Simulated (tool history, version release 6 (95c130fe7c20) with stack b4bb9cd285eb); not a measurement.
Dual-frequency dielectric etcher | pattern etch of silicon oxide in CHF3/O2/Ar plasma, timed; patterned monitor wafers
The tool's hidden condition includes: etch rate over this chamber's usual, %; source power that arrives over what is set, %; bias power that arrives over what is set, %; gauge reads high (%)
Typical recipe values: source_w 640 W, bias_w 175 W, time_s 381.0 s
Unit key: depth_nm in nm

run	hour	source_w	bias_w	time_s	wafers since the last listed run	hours since the last wet clean	hours since the last source power generator calibration	hours since the last bias power generator calibration	hours since the last upper electrode change	hours since the gauge calibration	read-back reference wafer on the same gauge, depth_nm	depth_nm
1	0.0	640	175	381.0	0	250.3	2932.6	2386.9	2539.1	359.0	784.4	826.6
2	13.6	640	175	381.0	68	263.9	2946.2	2400.5	2552.7	372.6	784.7	828.7
3	70.2	640	175	381.0	284	320.5	3002.8	2457.1	2609.3	429.2	783.7	828.7
4	85.3	640	175	381.0	75	335.6	3017.9	2472.2	2624.4	444.3	784.2	834.4
5	101.1	640	175	381.0	79	351.4	3033.7	2488.0	2640.2	460.1	783.7	828.6
6	120.6	640	175	381.0	98	370.9	3053.2	2507.5	2659.7	479.6	784.6	829.8
7	141.2	640	175	381.0	103	391.5	3073.8	2528.1	2680.3	500.2	784.2	829.1
8	157.4	640	175	381.0	81	407.7	3090.0	2544.3	2696.5	516.4	784.2	829.0
9	169.8	640	175	381.0	62	420.1	3102.4	2556.7	2708.9	528.8	784.2	833.6
# hour 177.4: bias power generator calibrated
10	189.8	640	175	381.0	80	440.1	3122.4	12.4	2728.9	548.8	783.6	834.8
# hour 234.1: wet clean of the chamber
11	234.6	760	199	301.5	104	0.5	3167.2	57.2	2773.7	593.6	784.0	699.2
12	253.9	800	215	475.5	97	19.8	3186.5	76.5	2793.0	612.9	784.4	1143.1
# hour 258.4: source power generator calibrated
13	288.3	580	209	326.5	152	54.2	29.9	110.9	2827.4	647.3	783.5	735.4
14	319.8	500	161	381.0	158	85.7	61.4	142.4	2858.9	678.8	784.2	765.2
# hour 324.0: gauge calibrated
15	349.1	640	175	495.5	147	115.0	90.7	171.7	2888.2	25.1	783.9	1075.6
16	380.6	640	175	381.0	158	146.5	122.2	203.2	2919.7	56.6	783.6	829.0
17	405.2	640	175	381.0	123	171.1	146.8	227.8	2944.3	81.2	784.1	824.0
18	428.0	640	175	381.0	114	193.9	169.6	250.6	2967.1	104.0	784.3	823.9
19	442.3	640	175	381.0	71	208.2	183.9	264.9	2981.4	118.3	783.3	827.0
20	466.7	530	136	470.0	122	232.6	208.3	289.3	3005.8	142.7	784.6	911.3
# hour 514.6: upper electrode replaced
21	515.1	800	205	381.0	122	281.0	256.7	337.7	0.5	191.1	783.9	911.4
22	517.6	740	175	381.0	12	283.5	259.2	340.2	3.0	193.6	784.5	851.5
23	535.4	690	194	475.0	89	301.3	277.0	358.0	20.8	211.4	783.9	1080.1
24	566.0	780	175	312.0	153	331.9	307.6	388.6	51.4	242.0	784.1	709.9
25	583.9	700	193	290.5	90	349.8	325.5	406.5	69.3	259.9	783.5	668.6
26	598.0	640	149	481.0	70	363.9	339.6	420.6	83.4	274.0	783.7	999.4
27	618.7	770	134	488.0	104	384.6	360.3	441.3	104.1	294.7	784.9	1017.8
28	646.3	500	175	329.0	138	412.2	387.9	468.9	131.7	322.3	783.4	681.3
29	662.6	560	209	310.0	81	428.5	404.2	485.2	148.0	338.6	784.4	699.9
30	722.3	550	140	381.0	300	488.2	463.9	544.9	207.7	398.3	783.9	753.0

Branching from run 30: 4 alternative next runs. What would each branch give?
A	722.8	640	175	381.0	2	488.7	464.4	545.4	208.2	398.8	?	?
B	722.8	520	189	340.0	2	488.7	464.4	545.4	208.2	398.8	?	?
C	722.8	640	199	381.0	2	488.7	464.4	545.4	208.2	398.8	?	?
D	722.8	640	175	429.0	2	488.7	464.4	545.4	208.2	398.8	?	?

run	read-back reference wafer on the same gauge, depth_nm	depth_nm
A	783.5	836.2
B	783.5	736.8
C	783.5	871.9
D	783.5	941.5
Take away the tool's hidden state, keep each run's random variation, and the runs would have read:
run	depth_nm
A	825.9
B	727.8
C	861.2
D	930.0
